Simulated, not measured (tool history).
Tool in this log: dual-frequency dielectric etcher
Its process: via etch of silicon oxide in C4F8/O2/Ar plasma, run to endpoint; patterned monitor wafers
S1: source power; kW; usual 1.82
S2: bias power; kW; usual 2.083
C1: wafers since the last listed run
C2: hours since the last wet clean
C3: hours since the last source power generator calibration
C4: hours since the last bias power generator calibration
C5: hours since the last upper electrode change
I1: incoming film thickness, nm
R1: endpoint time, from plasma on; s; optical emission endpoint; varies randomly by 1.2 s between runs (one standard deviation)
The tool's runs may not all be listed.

run,hour,S1,S2,C1,C2,C3,C4,C5,I1,R1
1,0,1.82,2.083,0,185.9,592,1902.5,3075.7,743.8,140.1
2,94.5,1.82,1.898,703,280.4,686.5,1997,3170.2,745.1,145.4
3,133.5,1.82,1.898,290,319.4,725.5,2036,3209.2,743.5,145
4,230.5,1.82,2.083,721,416.4,822.5,2133,3306.2,749.6,144.8
5,316,1.82,2.083,636,501.9,908,2218.5,3391.7,747.9,144.9
6,380.4,1.82,2.083,479,566.3,972.4,2282.9,3456.1,751.3,146.9
7,455.6,1.82,2.083,559,641.5,1047.6,2358.1,3531.3,739.3,143.2
# hour 531.6: wet clean of the chamber
8,532.1,1.82,2.083,390,0.5,1124.1,2434.6,3607.8,741.2,138.8
9,559,1.82,2.083,200,27.4,1151,2461.5,3634.7,744,140.2
10,661.4,1.82,2.083,762,129.8,1253.4,2563.9,3737.1,751,142.9
# hour 762.8: upper electrode replaced
11,768.4,1.82,2.083,617,236.8,1360.4,2670.9,5.6,754.8,146.5
12,862.2,1.82,2.083,698,330.6,1454.2,2764.7,99.4,746.3,144.4
13,945.4,2.27,2.463,619,413.8,1537.4,2847.9,182.6,746.7,130.6
14,986.6,2.13,1.906,306,455,1578.6,2889.1,223.8,751.8,140.7
15,1071.4,2.24,1.741,631,539.8,1663.4,2973.9,308.6,738.3,140.3
# hour 1161.1: source power generator calibrated
16,1177.2,1.58,2.483,757,645.6,16.1,3079.7,414.4,741.2,144.9
# hour 1204.6: wet clean of the chamber
# hour 1244.5: bias power generator calibrated
17,1282.8,2.11,1.845,577,78.2,121.7,38.3,520,747.1,141.2
18,1338.9,1.82,1.761,417,134.3,177.8,94.4,576.1,747.2,150.6
19,1423.2,1.52,2.083,627,218.6,262.1,178.7,660.4,748.2,150.8
20,1467.3,2.13,2.083,328,262.7,306.2,222.8,704.5,739.6,138.1
21,1567.8,1.82,2.083,747,363.2,406.7,323.3,805,752.2,146.8
22,1633.2,1.82,2.552,486,428.6,472.1,388.7,870.4,751.7,140.3
23,1698.4,1.39,2.499,485,493.8,537.3,453.9,935.6,744.6,150.4
24,1793.8,2.28,1.666,709,589.2,632.7,549.3,1031,749.7,147
# hour 1922.2: wet clean of the chamber
25,1922.7,1.97,2.083,780,0.5,761.6,678.2,1159.9,741.3,138.3
26,2176.4,1.82,2.083,1887,254.2,1015.3,931.9,1413.6,749.8,143
27,2263.1,1.82,2.083,645,340.9,1102,1018.6,1500.3,742.6,141.1
28,2326.1,1.82,2.083,468,403.9,1165,1081.6,1563.3,740.1,142.1
29,2429.4,1.82,2.083,768,507.2,1268.3,1184.9,1666.6,737.7,143.9
30,2505.3,1.96,2.427,564,583.1,1344.2,1260.8,1742.5,757.7,138.7
31,2666,1.82,2.083,1195,743.8,1504.9,1421.5,1903.2,744.8,148.6
# hour 2739.4: wet clean of the chamber
32,2755.8,2.02,1.63,489,16.4,1594.7,1511.3,1993,747.1,141.8
# hour 2830.6: source power generator calibrated
33,2841.4,2.03,2.333,607,102,10.8,1596.9,2078.6,744,132.2
34,2909.6,1.39,2.499,507,170.2,79,1665.1,2146.8,743.2,146.6
35,3007.9,1.58,2.505,731,268.5,177.3,1763.4,2245.1,740.5,140.1

Branching from run 35: 4 alternative next runs. What would each branch give?
A,3008.4,1.82,2.274,3,269,177.8,1763.9,2245.6,750.6,?
B,3008.4,2.18,2.083,3,269,177.8,1763.9,2245.6,750.6,?
C,3008.4,2.26,1.85,3,269,177.8,1763.9,2245.6,750.6,?
D,3008.4,1.65,2.083,3,269,177.8,1763.9,2245.6,750.6,?

run,R1
A,141.2
B,137.4
C,139.6
D,147.5
What these runs would have given with no unlogged condition in the tool:
run,R1
A,138.7
B,135
C,137.2
D,144.9
